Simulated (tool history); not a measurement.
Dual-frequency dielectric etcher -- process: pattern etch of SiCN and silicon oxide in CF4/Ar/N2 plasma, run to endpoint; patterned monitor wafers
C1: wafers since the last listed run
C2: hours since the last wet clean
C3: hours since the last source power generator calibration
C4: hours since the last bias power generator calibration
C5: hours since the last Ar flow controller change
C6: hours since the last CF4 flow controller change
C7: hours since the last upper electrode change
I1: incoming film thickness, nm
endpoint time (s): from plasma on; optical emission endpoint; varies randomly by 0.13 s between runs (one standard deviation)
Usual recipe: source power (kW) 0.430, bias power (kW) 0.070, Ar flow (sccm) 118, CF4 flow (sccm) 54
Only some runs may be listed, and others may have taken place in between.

Run 1, day 0.000: usual settings but bias power (kW) 0.080; C1 0; C2 479.3; C3 2975.3; C4 5497.0; C5 3789.3; C6 73.2; C7 59.4; I1 16.17. Result: endpoint time (s) 19.3.
At day 0.650: bias power generator calibrated.
Run 2, day 0.671: usual settings; C1 181; C2 495.4; C3 2991.4; C4 0.5; C5 3805.4; C6 89.3; C7 75.5; I1 16.13. Result: endpoint time (s) 20.5.
Run 3, day 1.375: usual settings; C1 253; C2 512.3; C3 3008.3; C4 17.4; C5 3822.3; C6 106.2; C7 92.4; I1 16.14. Result: endpoint time (s) 20.2.
At day 1.712: source power generator calibrated.
Run 4, day 1.788: usual settings; C1 88; C2 522.2; C3 1.8; C4 27.3; C5 3832.2; C6 116.1; C7 102.3; I1 16.25. Result: endpoint time (s) 20.8.
At day 2.371: Ar flow controller replaced.
Run 5, day 2.392: usual settings but Ar flow (sccm) 102; C1 127; C2 536.7; C3 16.3; C4 41.8; C5 0.5; C6 130.6; C7 116.8; I1 16.24. Result: endpoint time (s) 19.6.
Run 6, day 3.150: usual settings but source power (kW) 0.340; C1 272; C2 554.9; C3 34.5; C4 60.0; C5 18.7; C6 148.8; C7 135.0; I1 16.36. Result: endpoint time (s) 25.6.
Run 7, day 3.750: usual settings but source power (kW) 0.490, Ar flow (sccm) 107, CF4 flow (sccm) 58; C1 215; C2 569.3; C3 48.9; C4 74.4; C5 33.1; C6 163.2; C7 149.4; I1 16.20. Result: endpoint time (s) 17.4.
Run 8, day 4.429: usual settings but CF4 flow (sccm) 47; C1 244; C2 585.6; C3 65.2; C4 90.7; C5 49.4; C6 179.5; C7 165.7; I1 16.21. Result: endpoint time (s) 21.0.
Run 9, day 5.542: usual settings; C1 400; C2 612.3; C3 91.9; C4 117.4; C5 76.1; C6 206.2; C7 192.4; I1 16.22. Result: endpoint time (s) 20.7.
At day 7.046: wet clean of the chamber.
Run 10, day 7.067: usual settings; C1 188; C2 0.5; C3 128.5; C4 154.0; C5 112.7; C6 242.8; C7 229.0; I1 16.23. Result: endpoint time (s) 19.8.
Run 11, day 7.079: usual settings but source power (kW) 0.360, Ar flow (sccm) 127; C1 4; C2 0.8; C3 128.8; C4 154.3; C5 113.0; C6 243.1; C7 229.3; I1 16.24. Result: endpoint time (s) 23.3.
Run 12, day 7.092: usual settings but bias power (kW) 0.084, Ar flow (sccm) 109; C1 4; C2 1.1; C3 129.1; C4 154.6; C5 113.3; C6 243.4; C7 229.6; I1 16.17. Result: endpoint time (s) 18.0.
Run 13, day 7.321: usual settings but bias power (kW) 0.085; C1 82; C2 6.6; C3 134.6; C4 160.1; C5 118.8; C6 248.9; C7 235.1; I1 16.17. Result: endpoint time (s) 18.4.
Run 14, day 7.933: usual settings but source power (kW) 0.530, bias power (kW) 0.078, Ar flow (sccm) 94, CF4 flow (sccm) 67; C1 220; C2 21.3; C3 149.3; C4 174.8; C5 133.5; C6 263.6; C7 249.8; I1 16.29. Result: endpoint time (s) 14.6.
Run 15, day 8.217: usual settings but bias power (kW) 0.064; C1 101; C2 28.1; C3 156.1; C4 181.6; C5 140.3; C6 270.4; C7 256.6; I1 16.26. Result: endpoint time (s) 20.5.

Run 16, settings as shown, results not yet in. Your forecast:
Run 16, day 8.733: usual settings but source power (kW) 0.520, bias power (kW) 0.078; C1 185; C2 40.5; C3 168.5; C4 194.0; C5 152.7; C6 282.8; C7 269.0; I1 16.17. Result: endpoint time (s) ?.

{"run 16": {"endpoint time (s)": 16.0}}
Minus the tool's unlogged condition, the same run would have read endpoint time (s) 15.8.
